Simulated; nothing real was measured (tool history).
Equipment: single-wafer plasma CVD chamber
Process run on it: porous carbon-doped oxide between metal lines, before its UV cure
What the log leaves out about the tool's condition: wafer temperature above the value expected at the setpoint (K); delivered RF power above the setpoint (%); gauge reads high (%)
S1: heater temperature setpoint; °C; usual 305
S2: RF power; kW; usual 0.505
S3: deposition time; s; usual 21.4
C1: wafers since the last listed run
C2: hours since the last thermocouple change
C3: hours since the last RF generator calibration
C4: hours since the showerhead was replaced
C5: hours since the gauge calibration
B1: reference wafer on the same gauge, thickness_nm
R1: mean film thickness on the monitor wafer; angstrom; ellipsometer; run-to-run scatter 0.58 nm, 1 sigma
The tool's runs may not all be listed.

Run 1, hour 0.0: usual settings; C1 0; C2 1221.7; C3 868.9; C4 6043.9; C5 483.3; B1 144.121. Result: R1 1236.28 angstrom.
Run 2, hour 194.0: usual settings; C1 3941; C2 1415.7; C3 1062.9; C4 6237.9; C5 677.3; B1 143.994. Result: R1 1239.11 angstrom.
Run 3, hour 240.5: usual settings; C1 944; C2 1462.2; C3 1109.4; C4 6284.4; C5 723.8; B1 143.955. Result: R1 1241.15 angstrom.
Run 4, hour 277.6: usual settings; C1 753; C2 1499.3; C3 1146.5; C4 6321.5; C5 760.9; B1 144.098. Result: R1 1241.16 angstrom.
Run 5, hour 317.8: usual settings; C1 816; C2 1539.5; C3 1186.7; C4 6361.7; C5 801.1; B1 143.984. Result: R1 1252.33 angstrom.
At hour 377.0: RF generator calibrated.
Run 6, hour 379.9: usual settings; C1 1099; C2 1601.6; C3 2.9; C4 6423.8; C5 863.2; B1 144.012. Result: R1 1244.08 angstrom.
At hour 398.2: showerhead replaced.
At hour 416.5: thermocouple changed; heater temperature recalibrated.
Run 7, hour 424.8: usual settings but S2 0.575 kW; C1 587; C2 8.3; C3 47.8; C4 26.6; C5 908.1; B1 144.044. Result: R1 1361.13 angstrom.
Run 8, hour 487.6: usual settings but S2 0.575 kW; C1 1275; C2 71.1; C3 110.6; C4 89.4; C5 970.9; B1 143.963. Result: R1 1374.06 angstrom.
Run 9, hour 540.9: usual settings; C1 1082; C2 124.4; C3 163.9; C4 142.7; C5 1024.2; B1 143.993. Result: R1 1210.27 angstrom.
Run 10, hour 603.6: usual settings; C1 1273; C2 187.1; C3 226.6; C4 205.4; C5 1086.9; B1 143.845. Result: R1 1211.62 angstrom.
At hour 627.0: gauge calibrated.
Run 11, hour 633.3: usual settings; C1 603; C2 216.8; C3 256.3; C4 235.1; C5 6.3; B1 144.048. Result: R1 1202.21 angstrom.
Run 12, hour 701.4: usual settings but S1 292 °C, S2 0.565 kW, S3 23.3 s; C1 1383; C2 284.9; C3 324.4; C4 303.2; C5 74.4; B1 143.828. Result: R1 1551.19 angstrom.
Run 13, hour 769.1: usual settings but S2 0.405 kW; C1 1375; C2 352.6; C3 392.1; C4 370.9; C5 142.1; B1 144.158. Result: R1 934.33 angstrom.
Run 14, hour 801.5: usual settings but S2 0.595 kW, S3 25.5 s; C1 658; C2 385.0; C3 424.5; C4 403.3; C5 174.5; B1 143.910. Result: R1 1673.12 angstrom.
Run 15, hour 842.7: usual settings; C1 837; C2 426.2; C3 465.7; C4 444.5; C5 215.7; B1 143.990. Result: R1 1224.12 angstrom.
Run 16, hour 870.0: usual settings but S1 296 °C, S2 0.590 kW; C1 554; C2 453.5; C3 493.0; C4 471.8; C5 243.0; B1 143.877. Result: R1 1461.55 angstrom.
Run 17, hour 898.3: usual settings but S1 299 °C, S3 22.6 s; C1 574; C2 481.8; C3 521.3; C4 500.1; C5 271.3; B1 143.884. Result: R1 1317.37 angstrom.
Run 18, hour 960.9: usual settings but S1 315 °C, S2 0.460 kW, S3 23.5 s; C1 1271; C2 544.4; C3 583.9; C4 562.7; C5 333.9; B1 144.017. Result: R1 1143.17 angstrom.
Run 19, hour 1091.3: usual settings; C1 2649; C2 674.8; C3 714.3; C4 693.1; C5 464.3; B1 144.144. Result: R1 1203.87 angstrom.
Run 20, hour 1120.5: usual settings; C1 593; C2 704.0; C3 743.5; C4 722.3; C5 493.5; B1 144.067. Result: R1 1211.12 angstrom.
Run 21, hour 1161.2: usual settings but S3 24.0 s; C1 826; C2 744.7; C3 784.2; C4 763.0; C5 534.2; B1 143.871. Result: R1 1349.83 angstrom.
Run 22, hour 1188.2: usual settings but S1 291 °C, S2 0.560 kW; C1 548; C2 771.7; C3 811.2; C4 790.0; C5 561.2; B1 143.979. Result: R1 1432.28 angstrom.

List, for all runs, the conditions of the tool that the log does not record:
delivered RF power above the setpoint (%): 0 across all the runs
gauge reads high (%): 0 across all the runs
H1: wafer temperature above the value expected at the setpoint (K)
run       H1
  1    -2.98
  2    -4.12
  3    -4.42
  4    -4.67
  5    -4.94
  6    -5.38
  7     1.15
  8     1.14
  9     1.12
 10     1.08
 11     1.05
 12    0.972
 13    0.876
 14    0.823
 15    0.748
 16    0.695
 17    0.636
 18    0.493
 19    0.138
 20   0.0483
 21  -0.0832
 22   -0.174
